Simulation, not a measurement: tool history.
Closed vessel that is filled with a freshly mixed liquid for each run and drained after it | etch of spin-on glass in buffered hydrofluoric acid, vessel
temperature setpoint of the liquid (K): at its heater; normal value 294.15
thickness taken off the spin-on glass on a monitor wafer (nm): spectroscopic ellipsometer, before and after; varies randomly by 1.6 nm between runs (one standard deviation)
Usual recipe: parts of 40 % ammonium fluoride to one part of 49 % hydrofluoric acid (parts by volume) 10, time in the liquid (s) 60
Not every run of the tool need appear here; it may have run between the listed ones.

run	hour	temperature setpoint of the liquid (K)	parts of 40 % ammonium fluoride to one part of 49 % hydrofluoric acid (parts by volume)	time in the liquid (s)	read-back film thickness of the spin-on glass reference wafer, read on the same gauge (nm)	thickness taken off the spin-on glass on a monitor wafer (nm)
1	0	294.15	10	45	130	160.91
2	49.4	294.15	10	45	130.01	161.25
3	113.5	294.15	10	45	130	160.52
4	176.3	294.15	10	60	129.98	214.37
5	238.5	294.15	10	60	129.99	211.54
# hour 298.1: gauge calibrated
6	303.7	294.15	10	60	129.99	211.69
# hour 323.1: thermometer replaced
7	334.8	294.15	11.5	60	130.01	182.2
8	365.8	294.15	11.5	60	130.01	183.64
9	406.6	294.15	13	45	129.99	120.73
10	457.8	290.15	6	60	129.98	268.31
11	514.6	292.15	11.5	30	129.98	81.5
12	575	294.15	10	60	130.02	208.24
13	635.6	294.15	6.5	85	129.98	432.8
14	682.6	299.15	10	30	129.99	134.18
# hour 716.6: hydrofluoric acid flow meter replaced
15	727.8	294.15	10	60	130.03	223.85
16	795.6	290.15	10	60	129.99	178.07
17	859.2	290.15	6	60	130	286.96
18	924.3	296.65	13	30	129.97	97.45

4 options for the next run, each taken on its own from the tool as it stands now. Forecast them:
A	925	294.15	10	60	?	?
B	925	298.15	10	70	?	?
C	925	290.65	12	60	?	?
D	925	296.15	8	90	?	?

run	read-back film thickness of the spin-on glass reference wafer, read on the same gauge (nm)	thickness taken off the spin-on glass on a monitor wafer (nm)
A	130	220.43
B	130	320.3
C	130	151.5
D	130	447.23
Had the tool no hidden state, the same runs would have come out as:
run	thickness taken off the spin-on glass on a monitor wafer (nm)
A	225.44
B	327.59
C	154.96
D	458.56
